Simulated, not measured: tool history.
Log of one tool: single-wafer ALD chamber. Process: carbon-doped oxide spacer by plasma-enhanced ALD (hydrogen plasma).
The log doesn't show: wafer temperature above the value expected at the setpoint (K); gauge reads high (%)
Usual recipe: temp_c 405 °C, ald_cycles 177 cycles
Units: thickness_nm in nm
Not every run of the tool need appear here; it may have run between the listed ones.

run    hour  temp_c  ald_cycles  wafers since the last listed run  hours since the last thermocouple change  hours since the gauge calibration  read-back reference wafer on the same gauge, thickness_nm  thickness_nm
  1       0     413         177                                 0                                       4.1                              175.7                                                      10.26         8.552
  2    77.8     413         177                               128                                      81.9                              253.5                                                     10.206         8.484
  3   144.1     405         177                               109                                     148.2                              319.8                                                     10.183         8.863
  4   189.1     405         177                                74                                     193.2                              364.8                                                       10.2         8.677
  5   239.7     405         177                                83                                     243.8                              415.4                                                     10.157         8.707
  6   307.6     405         189                               112                                     311.7                              483.3                                                     10.131         9.356
  7   345.5     405         189                                62                                     349.6                              521.2                                                     10.135         9.228
  8   423.1     405         177                               128                                     427.2                              598.8                                                     10.068         8.735
  9   659.4     405         177                               391                                     663.5                              835.1                                                      9.982         8.543
 10   729.1     405         177                               115                                     733.2                              904.8                                                      9.953         8.587
 11   777.3     405         177                                79                                     781.4                                953                                                      9.944         8.598
 12   815.5     410         211                                63                                     819.6                              991.2                                                      9.926         9.929
 13   866.2     414         212                                84                                     870.3                             1041.9                                                      9.904         9.829
 14   956.1     411         177                               148                                     960.2                             1131.8                                                      9.854         8.316
      985.9  -- thermocouple changed; heater temperature recalibrated
 15  1012.6     391         143                                80                                      26.7                             1188.3                                                      9.864         6.965
     1014.5  -- gauge calibrated
 16  1068.3     413         190                                92                                      82.4                               53.8                                                     10.333         9.176
 17    1169     405         177                               166                                     183.1                              154.5                                                     10.287         8.878
 18  1244.9     405         177                               125                                       259                              230.4                                                     10.257         8.843

The next listed run, before its measurement:
 19  1285.9     419         177                                67                                       300                              271.4                                                          ?             ?

read-back reference wafer on the same gauge, thickness_nm: 10.242
thickness_nm: 8.443 nm
If the tool had no hidden condition, the same run with the same run-to-run variation would have returned thickness_nm 8.497 nm.

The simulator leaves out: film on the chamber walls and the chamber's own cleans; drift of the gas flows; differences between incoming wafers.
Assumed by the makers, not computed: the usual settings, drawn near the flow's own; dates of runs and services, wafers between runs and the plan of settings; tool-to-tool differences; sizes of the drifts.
